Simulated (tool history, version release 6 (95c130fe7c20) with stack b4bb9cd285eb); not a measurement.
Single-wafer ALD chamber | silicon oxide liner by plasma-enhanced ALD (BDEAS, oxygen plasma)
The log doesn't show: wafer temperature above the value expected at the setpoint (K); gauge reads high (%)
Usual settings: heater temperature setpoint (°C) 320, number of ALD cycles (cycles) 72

| run | hour | heater temperature setpoint (°C) | number of ALD cycles (cycles) | wafers since the last listed run | hours since the last thermocouple change | hours since the gauge calibration | read-back reference wafer on the same gauge, thickness_nm | mean film thickness on the monitor wafer (angstrom) |
|---|---|---|---|---|---|---|---|---|
| 1 | 0 | 320 | 72 | 0 | 1808.8 | 57.6 | 7.266 | 65.18 |
| 2 | 12.1 | 320 | 72 | 40 | 1820.9 | 69.7 | 7.266 | 65.13 |
| 3 | 26.7 | 320 | 72 | 49 | 1835.5 | 84.3 | 7.268 | 65.24 |
| 4 | 41.3 | 320 | 72 | 49 | 1850.1 | 98.9 | 7.265 | 65.54 |
| 5 | 49.6 | 320 | 72 | 28 | 1858.4 | 107.2 | 7.253 | 65.26 |
| 6 | 56.8 | 320 | 72 | 24 | 1865.6 | 114.4 | 7.259 | 65.05 |
| 7 | 71.3 | 320 | 72 | 48 | 1880.1 | 128.9 | 7.258 | 64.98 |
| 8 | 87.2 | 320 | 72 | 53 | 1896 | 144.8 | 7.249 | 64.92 |
| 9 | 99.7 | 308 | 80 | 42 | 1908.5 | 157.3 | 7.254 | 73.59 |
| 10 | 109.1 | 308 | 80 | 31 | 1917.9 | 166.7 | 7.245 | 73.53 |
| 11 | 120.8 | 329 | 67 | 39 | 1929.6 | 178.4 | 7.244 | 59.89 |
| 12 | 130.8 | 329 | 67 | 33 | 1939.6 | 188.4 | 7.236 | 59.99 |
| 13 | 148 | 329 | 67 | 58 | 1956.8 | 205.6 | 7.234 | 59.57 |
| 14 | 162.3 | 320 | 72 | 48 | 1971.1 | 219.9 | 7.229 | 65 |
| 15 | 178.6 | 320 | 72 | 55 | 1987.4 | 236.2 | 7.222 | 64.94 |
| 16 | 194.8 | 320 | 72 | 54 | 2003.6 | 252.4 | 7.216 | 64.96 |
| 17 | 210.5 | 320 | 72 | 52 | 2019.3 | 268.1 | 7.214 | 64.8 |
| 18 | 218.5 | 315 | 58 | 27 | 2027.3 | 276.1 | 7.201 | 52.46 |
| 19 | 232.4 | 305 | 80 | 46 | 2041.2 | 290 | 7.199 | 73.26 |
| 20 | 249.6 | 316 | 60 | 58 | 2058.4 | 307.2 | 7.192 | 54.36 |
| 21 | 259 | 308 | 72 | 31 | 2067.8 | 316.6 | 7.184 | 65.6 |
| 22 | 270 | 333 | 62 | 37 | 2078.8 | 327.6 | 7.174 | 54.7 |
| 23 | 278.6 | 334 | 72 | 29 | 2087.4 | 336.2 | 7.175 | 63.32 |
| 24 | 289.5 | 332 | 83 | 36 | 2098.3 | 347.1 | 7.167 | 73.11 |
|  | 305.6 | thermocouple changed; heater temperature recalibrated |
| 25 | 306.3 | 320 | 72 | 29 | 0.7 | 363.9 | 7.161 | 64.66 |
|  | 311.5 | gauge calibrated |
| 26 | 324.1 | 320 | 80 | 60 | 18.5 | 12.6 | 7.247 | 72.26 |
| 27 | 337.2 | 320 | 72 | 44 | 31.6 | 25.7 | 7.253 | 65.1 |
| 28 | 354.6 | 320 | 79 | 58 | 49 | 43.1 | 7.26 | 71.35 |
| 29 | 371.1 | 327 | 79 | 55 | 65.5 | 59.6 | 7.25 | 71.09 |
| 30 | 378.5 | 320 | 81 | 24 | 72.9 | 67 | 7.248 | 73.35 |
| 31 | 388.7 | 315 | 72 | 34 | 83.1 | 77.2 | 7.255 | 65.9 |
| 32 | 402.2 | 331 | 80 | 45 | 96.6 | 90.7 | 7.239 | 71.18 |
| 33 | 409.6 | 320 | 72 | 24 | 104 | 98.1 | 7.238 | 65.29 |

The tool's hidden state at each run:
wafer temperature above the value expected at the setpoint (K): 0 in every run
H1: gauge reads high (%)
| run | H1 |
|---|---|
| 1 | 0.232 |
| 2 | 0.214 |
| 3 | 0.188 |
| 4 | 0.157 |
| 5 | 0.137 |
| 6 | 0.119 |
| 7 | 0.0784 |
| 8 | 0.0282 |
| 9 | -0.0154 |
| 10 | -0.0505 |
| 11 | -0.0971 |
| 12 | -0.139 |
| 13 | -0.218 |
| 14 | -0.288 |
| 15 | -0.374 |
| 16 | -0.465 |
| 17 | -0.559 |
| 18 | -0.609 |
| 19 | -0.7 |
| 20 | -0.819 |
| 21 | -0.886 |
| 22 | -0.968 |
| 23 | -1.03 |
| 24 | -1.12 |
| 25 | -1.26 |
| 26 | 0.00158 |
| 27 | -0.00422 |
| 28 | -0.018 |
| 29 | -0.0376 |
| 30 | -0.0484 |
| 31 | -0.0654 |
| 32 | -0.0916 |
| 33 | -0.108 |
